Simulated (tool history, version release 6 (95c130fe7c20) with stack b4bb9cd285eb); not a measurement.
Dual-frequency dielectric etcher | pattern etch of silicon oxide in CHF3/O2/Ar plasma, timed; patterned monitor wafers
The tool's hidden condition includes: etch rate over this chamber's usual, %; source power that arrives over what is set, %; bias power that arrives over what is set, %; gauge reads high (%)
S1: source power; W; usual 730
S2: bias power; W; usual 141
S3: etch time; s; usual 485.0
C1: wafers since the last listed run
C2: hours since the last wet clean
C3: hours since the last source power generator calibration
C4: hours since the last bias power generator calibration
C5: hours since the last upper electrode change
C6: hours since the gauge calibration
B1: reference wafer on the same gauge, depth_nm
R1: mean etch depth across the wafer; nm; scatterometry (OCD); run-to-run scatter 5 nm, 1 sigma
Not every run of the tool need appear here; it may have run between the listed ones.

run	hour	S1	S2	S3	C1	C2	C3	C4	C5	C6	B1	R1
1	0.0	870	141	485.0	0	408.4	2051.0	1360.9	5450.5	382.7	803.6	853.0
2	18.4	870	141	485.0	87	426.8	2069.4	1379.3	5468.9	401.1	802.6	860.7
3	51.1	870	141	485.0	155	459.5	2102.1	1412.0	5501.6	433.8	802.2	850.7
# hour 77.5: wet clean of the chamber
4	78.0	730	141	485.0	13	0.5	2129.0	1438.9	5528.5	460.7	803.2	813.4
5	88.3	730	141	485.0	48	10.8	2139.3	1449.2	5538.8	471.0	802.6	809.5
6	103.0	730	141	485.0	69	25.5	2154.0	1463.9	5553.5	485.7	804.4	799.0
# hour 108.7: gauge calibrated
7	115.5	730	141	485.0	59	38.0	2166.5	1476.4	5566.0	6.8	802.0	805.7
8	138.1	730	141	485.0	107	60.6	2189.1	1499.0	5588.6	29.4	802.9	797.6
9	152.2	730	141	485.0	66	74.7	2203.2	1513.1	5602.7	43.5	803.6	802.2
10	174.5	730	141	485.0	105	97.0	2225.5	1535.4	5625.0	65.8	803.0	809.0
11	198.6	730	141	485.0	114	121.1	2249.6	1559.5	5649.1	89.9	803.9	815.5
12	219.8	730	141	485.0	100	142.3	2270.8	1580.7	5670.3	111.1	802.2	804.6
13	233.5	730	141	485.0	64	156.0	2284.5	1594.4	5684.0	124.8	804.2	798.7
14	261.5	840	141	485.0	132	184.0	2312.5	1622.4	5712.0	152.8	803.1	832.7
15	293.4	730	141	563.0	151	215.9	2344.4	1654.3	5743.9	184.7	803.9	930.3
16	320.1	830	112	437.5	126	242.6	2371.1	1681.0	5770.6	211.4	802.4	715.1
17	346.0	730	109	533.5	122	268.5	2397.0	1706.9	5796.5	237.3	804.1	823.2
18	366.1	730	119	606.0	95	288.6	2417.1	1727.0	5816.6	257.4	803.3	963.3
19	400.2	620	112	485.0	161	322.7	2451.2	1761.1	5850.7	291.5	802.7	722.4
20	415.1	730	141	485.0	70	337.6	2466.1	1776.0	5865.6	306.4	803.7	811.5
# hour 426.3: source power generator calibrated
# hour 431.1: bias power generator calibrated
# hour 470.4: upper electrode replaced
# hour 494.5: gauge calibrated
# hour 509.0: wet clean of the chamber
21	509.5	870	141	485.0	182	0.5	83.2	78.4	39.1	15.0	804.1	845.5
22	510.7	730	141	485.0	5	1.7	84.4	79.6	40.3	16.2	802.8	808.3
23	535.3	670	129	340.0	116	26.3	109.0	104.2	64.9	40.8	803.0	535.9
24	559.0	820	116	485.0	112	50.0	132.7	127.9	88.6	64.5	801.5	794.1
25	573.0	610	141	485.0	66	64.0	146.7	141.9	102.6	78.5	802.2	759.2
26	673.4	730	109	532.0	476	164.4	247.1	242.3	203.0	178.9	802.2	829.8

Consider 5 possible next runs. They are alternatives, not a sequence: every one starts from the tool as it was left by run 26. What does each give?
A	674.0	730	141	552.5	2	165.0	247.7	242.9	203.6	179.5	?	?
B	674.0	650	171	485.0	2	165.0	247.7	242.9	203.6	179.5	?	?
C	674.0	560	141	617.0	2	165.0	247.7	242.9	203.6	179.5	?	?
D	674.0	730	141	581.5	2	165.0	247.7	242.9	203.6	179.5	?	?
E	674.0	590	159	343.0	2	165.0	247.7	242.9	203.6	179.5	?	?

run	B1	R1
A	803.6	925.1
B	803.6	831.7
C	803.6	962.5
D	803.6	973.6
E	803.6	561.3
Without the tool's unlogged condition, the same runs would have read:
run	R1
A	925.1
B	831.7
C	962.5
D	973.6
E	561.3
